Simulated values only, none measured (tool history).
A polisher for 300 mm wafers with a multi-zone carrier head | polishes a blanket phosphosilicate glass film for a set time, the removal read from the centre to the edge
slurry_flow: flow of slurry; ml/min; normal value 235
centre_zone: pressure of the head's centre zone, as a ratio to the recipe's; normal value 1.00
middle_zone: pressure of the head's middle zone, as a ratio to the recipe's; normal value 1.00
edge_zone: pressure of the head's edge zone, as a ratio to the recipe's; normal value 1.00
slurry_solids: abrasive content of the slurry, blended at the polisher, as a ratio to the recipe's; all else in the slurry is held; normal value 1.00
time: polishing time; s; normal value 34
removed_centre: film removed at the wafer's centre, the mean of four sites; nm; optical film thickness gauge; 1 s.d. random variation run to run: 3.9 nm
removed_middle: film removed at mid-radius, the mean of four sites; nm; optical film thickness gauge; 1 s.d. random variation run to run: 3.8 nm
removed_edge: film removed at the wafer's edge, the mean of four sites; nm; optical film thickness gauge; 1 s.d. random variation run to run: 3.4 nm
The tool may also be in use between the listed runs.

run	hour	slurry_flow	centre_zone	middle_zone	edge_zone	slurry_solids	time	incoming thickness of the incoming film, nm	removed_centre	removed_middle	removed_edge
1	0.0	210	1.00	1.00	1.00	1.00	34	3967.3	255.5	255.5	267.6
2	98.4	235	1.00	1.00	1.00	1.00	34	4063.9	262.6	255.4	271.7
# hour 173.5: slurry nozzle cleaned
3	205.8	235	1.00	0.91	1.00	1.00	34	4023.6	270.6	248.8	286.3
4	298.1	235	1.05	1.00	1.00	1.20	29	4054.6	260.8	251.4	258.8
5	377.1	260	1.00	1.00	1.00	1.00	34	4040.9	274.3	266.2	277.8
6	420.5	235	1.00	1.00	1.00	1.00	34	4078.3	265.0	264.4	276.0
7	456.7	235	1.00	1.00	1.00	1.00	34	4002.3	260.3	264.5	270.0
8	536.6	235	1.00	1.00	1.00	1.15	28	4015.4	228.3	227.0	236.2
# hour 562.2: carrier head's membrane replaced by a new one, of another model than before
# hour 614.2: worn pad replaced by a new one
9	627.5	235	0.94	1.00	0.95	0.90	45	4083.7	307.6	328.2	334.2
# hour 631.8: edge zone pressure recalibrated
10	704.8	260	1.00	1.06	1.00	1.00	45	4063.3	352.9	378.2	361.3
# hour 754.1: slurry nozzle cleaned
11	813.1	160	1.00	1.07	1.00	1.00	34	4023.7	258.4	285.0	269.0
12	861.9	235	0.94	1.00	1.11	1.10	39	4104.4	299.3	330.6	362.9
# hour 864.7: centre zone pressure recalibrated
13	908.7	275	1.00	1.07	1.00	1.00	34	3988.5	279.8	307.3	282.8
14	999.2	235	0.96	1.00	1.00	1.00	34	4084.5	254.3	264.8	280.3
15	1088.6	235	1.00	1.00	1.00	1.00	34	4043.5	267.3	264.8	274.7
16	1138.0	195	0.95	1.09	1.00	1.00	41	3999.2	294.9	346.5	326.2
17	1215.8	290	0.89	1.04	1.00	1.00	25	4078.0	175.0	209.2	205.9
# hour 1256.3: edge zone pressure recalibrated
18	1262.9	280	1.00	1.00	1.00	1.00	34	4000.7	270.3	274.6	276.8
# hour 1296.3: worn pad replaced by a new one
19	1349.1	235	0.91	1.00	0.95	1.00	34	3996.1	230.4	253.0	265.7
# hour 1358.1: slurry nozzle cleaned
20	1396.2	235	1.07	1.00	1.10	1.00	34	4008.8	305.5	279.3	298.7
21	1503.2	235	1.00	1.00	1.00	1.00	34	4109.5	270.4	269.4	276.1

Below are 4 alternative next runs, each starting from the tool's condition after run 21. Predict each:
A	1503.6	235	1.00	1.00	1.00	1.00	34	4071.9	?	?	?
B	1503.6	180	1.07	1.10	1.00	1.00	34	4071.9	?	?	?
C	1503.6	235	1.00	1.08	1.00	0.80	34	4071.9	?	?	?
D	1503.6	235	0.93	1.00	0.95	1.00	34	4071.9	?	?	?

run	removed_centre	removed_middle	removed_edge
A	270.6	263.1	275.2
B	281.9	287.3	266.9
C	248.9	267.9	252.4
D	247.1	263.2	266.0
What these runs would have given with no unlogged condition in the tool:
run	removed_centre	removed_middle	removed_edge
A	278.7	270.1	280.7
B	292.5	296.9	273.4
C	256.3	275.1	257.4
D	254.5	270.3	271.3
